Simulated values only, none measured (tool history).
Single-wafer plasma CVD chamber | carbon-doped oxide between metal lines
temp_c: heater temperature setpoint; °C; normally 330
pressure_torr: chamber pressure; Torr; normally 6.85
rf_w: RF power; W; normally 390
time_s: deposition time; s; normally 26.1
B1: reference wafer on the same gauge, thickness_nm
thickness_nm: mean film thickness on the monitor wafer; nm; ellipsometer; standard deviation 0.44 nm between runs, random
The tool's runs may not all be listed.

Run 1, day 0: usual settings but rf_w 410 W; B1 120.06. Result: thickness_nm 112.804 nm.
Run 2, day 1.321: usual settings but rf_w 410 W; B1 119.964. Result: thickness_nm 111.845 nm.
Run 3, day 2.7: usual settings but rf_w 410 W; B1 120.131. Result: thickness_nm 112.955 nm.
Run 4, day 5.3: usual settings but temp_c 322 °C, time_s 28.9 s; B1 119.975. Result: thickness_nm 124.582 nm.
Run 5, day 6.9: usual settings but pressure_torr 6.17 Torr; B1 120.063. Result: thickness_nm 107.55 nm.
Run 6, day 9.071: usual settings but pressure_torr 6.17 Torr; B1 120.112. Result: thickness_nm 107.511 nm.
At day 9.521: thermocouple changed; heater temperature recalibrated.
At day 9.588: RF generator calibrated.
At day 9.958: capacitance manometer re-zeroed and calibrated.
Run 7, day 10.542: usual settings; B1 120.093. Result: thickness_nm 103.968 nm.
At day 11.088: showerhead replaced.
Run 8, day 12.488: usual settings but pressure_torr 6.26 Torr; B1 120.036. Result: thickness_nm 103.52 nm.
Run 9, day 13.962: usual settings but temp_c 337 °C, pressure_torr 5.72 Torr, time_s 30.1 s; B1 119.928. Result: thickness_nm 115.298 nm.
Run 10, day 16.771: usual settings but time_s 23.7 s; B1 119.974. Result: thickness_nm 94.574 nm.
At day 17.167: RF generator calibrated, repeated, since the last time left the tool worse.
At day 17.562: gauge calibrated.
Run 11, day 18.996: usual settings but rf_w 360 W; B1 120.005. Result: thickness_nm 105.297 nm.

What does the tool deliver on the next run?
Run 12, day 21.142: usual settings but rf_w 360 W; B1 ?. Result: thickness_nm ?.

Run 12 yielded B1 119.981, thickness_nm 105.452 nm.
Take away the tool's hidden state, keep the run-to-run variation as it was, and the same run would have given thickness_nm 105.761 nm.
